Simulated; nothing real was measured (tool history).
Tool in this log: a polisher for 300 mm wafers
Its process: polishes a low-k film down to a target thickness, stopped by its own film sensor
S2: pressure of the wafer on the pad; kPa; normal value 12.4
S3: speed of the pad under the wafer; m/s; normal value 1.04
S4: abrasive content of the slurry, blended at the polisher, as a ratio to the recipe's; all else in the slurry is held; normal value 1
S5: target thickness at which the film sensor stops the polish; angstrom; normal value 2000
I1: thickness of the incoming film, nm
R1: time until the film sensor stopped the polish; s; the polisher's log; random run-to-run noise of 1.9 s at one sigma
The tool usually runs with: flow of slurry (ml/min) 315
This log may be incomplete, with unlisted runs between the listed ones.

Run 1, hour 0: usual settings but S2 15.2 kPa, S3 0.8 m/s; I1 243.9. Result: R1 151.1 s.
At hour 28.4: conditioning disc replaced and pad reconditioned.
Run 2, hour 32.8: usual settings but S2 15.2 kPa, S3 0.78 m/s; I1 241.7. Result: R1 110.7 s.
Run 3, hour 57.8: usual settings but S3 1.22 m/s; I1 245.2. Result: R1 105.6 s.
Run 4, hour 76.6: usual settings but S3 1.22 m/s; I1 235.5. Result: R1 85.8 s.
At hour 83.3: slurry nozzle cleaned.
At hour 101.5: head pressure recalibrated.
Run 5, hour 102: usual settings but S3 1.22 m/s; I1 239.9. Result: R1 97.8 s.
Run 6, hour 113: usual settings; I1 236.9. Result: R1 105.3 s.
Run 7, hour 136.8: usual settings but S5 1930 angstrom; I1 235.7. Result: R1 122.7 s.
At hour 156.4: worn pad replaced by a new one.
Run 8, hour 167.7: usual settings but flow of slurry (ml/min) 410, S2 15.2 kPa, S4 1.2; I1 242.1. Result: R1 83.6 s.
Run 9, hour 197.3: usual settings but flow of slurry (ml/min) 380, S2 11 kPa, S4 0.8, S5 2050 angstrom; I1 241.8. Result: R1 114.6 s.
Run 10, hour 230.5: usual settings; I1 240.1. Result: R1 109.8 s.
Run 11, hour 261.9: usual settings but flow of slurry (ml/min) 350, S2 9.7 kPa, S4 0.9, S5 1890 angstrom; I1 242. Result: R1 174.9 s.
At hour 296.1: slurry nozzle cleaned.
Run 12, hour 296.4: usual settings but S2 9 kPa, S3 1.36 m/s, S5 2070 angstrom; I1 240.5. Result: R1 101.8 s.
At hour 328.7: slurry blender recalibrated.
Run 13, hour 332.4: usual settings but flow of slurry (ml/min) 415, S3 1.26 m/s, S4 1.1; I1 240. Result: R1 109.3 s.

Estimate the outcome of run 14 from the log above:
Run 14, hour 346.4: usual settings but S3 0.72 m/s; I1 236.5. Result: R1 ?.

Run 14 came out at R1 142.5 s.
On a tool with no hidden condition, and with the same random variation, this run would have come out at R1 107.9 s.
